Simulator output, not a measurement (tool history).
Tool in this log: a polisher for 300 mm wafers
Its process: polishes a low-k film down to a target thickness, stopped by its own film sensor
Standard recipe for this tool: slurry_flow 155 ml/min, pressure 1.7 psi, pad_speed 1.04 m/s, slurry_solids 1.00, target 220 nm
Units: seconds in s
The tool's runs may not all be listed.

run     day  slurry_flow  pressure  pad_speed  slurry_solids  target  incoming thickness of the incoming film, nm  seconds
  1   0.000          155       1.7       1.04           1.00     220                                        261.5     93.6
  2   2.092          155       1.7       1.04           1.00     220                                        255.8     80.7
  3   4.900          155       1.7       1.04           1.00     220                                        261.7     92.4
  4   6.500          155       1.7       1.04           1.00     225                                        257.7     73.6
  5   9.271          155       1.7       1.04           1.00     220                                        262.1    102.4
  6  13.208          155       1.6       1.04           1.00     220                                        257.0     96.8
  7  15.542          155       1.6       1.04           1.00     220                                        257.4     95.8
  8  18.025          115       1.7       1.04           1.00     220                                        258.2     99.3
  9  20.329          155       1.7       0.80           0.95     220                                        258.8    120.5
 10  22.654          155       1.7       0.80           0.95     220                                        262.6    130.7
 11  24.454          155       1.7       1.04           1.00     223                                        260.3     89.4
 12  28.250          115       1.7       1.04           0.85     220                                        259.1    113.0
 13  32.467          195       1.7       1.04           0.80     220                                        258.4    106.9
 14  43.258          155       1.7       1.04           1.00     225                                        260.8     83.8
 15  46.588          155       1.3       0.82           1.00     220                                        259.2    139.4
 16  48.983          155       1.7       0.80           0.75     220                                        260.4    150.0
 17  51.275          155       2.2       1.18           0.70     225                                        258.7     80.2
 18  53.496          185       2.1       1.04           1.00     209                                        255.1     81.2
 19  56.696          155       2.1       1.22           1.00     220                                        256.0     62.4
 20  58.379          155       1.7       1.04           1.00     220                                        261.7    101.3
 21  60.033          115       2.3       1.04           1.10     232                                        262.3     54.9
 22  63.912          155       1.7       0.82           0.75     220                                        258.8    151.8
 23  67.283          100       1.4       0.94           1.00     215                                        263.4    172.2
 24  70.283          155       1.7       1.04           0.85     220                                        259.4    110.1
 25  73.092          115       2.3       1.04           1.10     232                                        259.1     48.5
 26  77.546          155       1.3       1.28           1.00     220                                        264.9    117.1

Taken out of this log: 19 entries between the listed runs. Where each belongs, and how the hidden state differs across it:
Runs 2 to 3: slurry nozzle cleaned (day 2.933)
  deviation of the head's pressure from its setpoint, %: 9.84 -> 10.4
  measured result minus the result with no hidden state, seconds: -8.0 -> -9.6 s
Runs 3 to 4: slurry blender recalibrated (day 6.400)
  deviation of the head's pressure from its setpoint, %: 10.4 -> 10.7
  measured result minus the result with no hidden state, seconds: -9.6 -> -7.8 s
Runs 4 to 5: head pressure recalibrated (day 7.067); conditioning disc replaced and pad reconditioned (day 9.075)
  deviation of the head's pressure from its setpoint, %: 10.7 -> 0.586
  measured result minus the result with no hidden state, seconds: -7.8 -> -0.6 s
Runs 5 to 6: worn pad replaced by a new one (day 10.588)
  deviation of the head's pressure from its setpoint, %: 0.586 -> 1.34
  measured result minus the result with no hidden state, seconds: -0.6 -> -1.3 s
Runs 8 to 9: slurry nozzle cleaned (day 18.133)
  deviation of the head's pressure from its setpoint, %: 2.26 -> 2.69
  measured result minus the result with no hidden state, seconds: -2.3 -> -3.3 s
Runs 11 to 12: worn pad replaced by a new one (day 25.392); slurry blender recalibrated (day 25.883)
  deviation of the head's pressure from its setpoint, %: 3.48 -> 4.21
  measured result minus the result with no hidden state, seconds: -3.1 -> -4.8 s
Runs 12 to 13: conditioning disc replaced and pad reconditioned (day 32.412)
  deviation of the head's pressure from its setpoint, %: 4.21 -> 5.01
  measured result minus the result with no hidden state, seconds: -4.8 -> -5.4 s
Runs 13 to 14: slurry nozzle cleaned (day 35.483); worn pad replaced by a new one (day 41.929)
  deviation of the head's pressure from its setpoint, %: 5.01 -> 7.07
  measured result minus the result with no hidden state, seconds: -5.4 -> -6.0 s
Runs 14 to 15: slurry blender recalibrated (day 43.392)
  deviation of the head's pressure from its setpoint, %: 7.07 -> 7.7
  measured result minus the result with no hidden state, seconds: -6.0 -> -10.7 s
Runs 16 to 17: slurry nozzle cleaned (day 49.983)
  deviation of the head's pressure from its setpoint, %: 8.16 -> 8.6
  measured result minus the result with no hidden state, seconds: -12.2 -> -6.9 s
Runs 18 to 19: head pressure recalibrated (day 54.638); conditioning disc replaced and pad reconditioned (day 56.188)
  deviation of the head's pressure from its setpoint, %: 9.02 -> 0.476
  measured result minus the result with no hidden state, seconds: -7.3 -> -0.3 s
Runs 19 to 20: worn pad replaced by a new one (day 58.358)
  deviation of the head's pressure from its setpoint, %: 0.476 -> 0.797
  measured result minus the result with no hidden state, seconds: -0.3 -> -0.9 s
Runs 21 to 22: slurry blender recalibrated (day 63.517)
  deviation of the head's pressure from its setpoint, %: 1.11 -> 1.85
  measured result minus the result with no hidden state, seconds: -0.7 -> -2.8 s
Runs 23 to 24: slurry nozzle cleaned (day 68.408)
  deviation of the head's pressure from its setpoint, %: 2.5 -> 3.07
  measured result minus the result with no hidden state, seconds: -4.3 -> -3.3 s
Runs 25 to 26: worn pad replaced by a new one (day 76.250)
  deviation of the head's pressure from its setpoint, %: 3.6 -> 4.45
  measured result minus the result with no hidden state, seconds: -1.7 -> -5.2 s

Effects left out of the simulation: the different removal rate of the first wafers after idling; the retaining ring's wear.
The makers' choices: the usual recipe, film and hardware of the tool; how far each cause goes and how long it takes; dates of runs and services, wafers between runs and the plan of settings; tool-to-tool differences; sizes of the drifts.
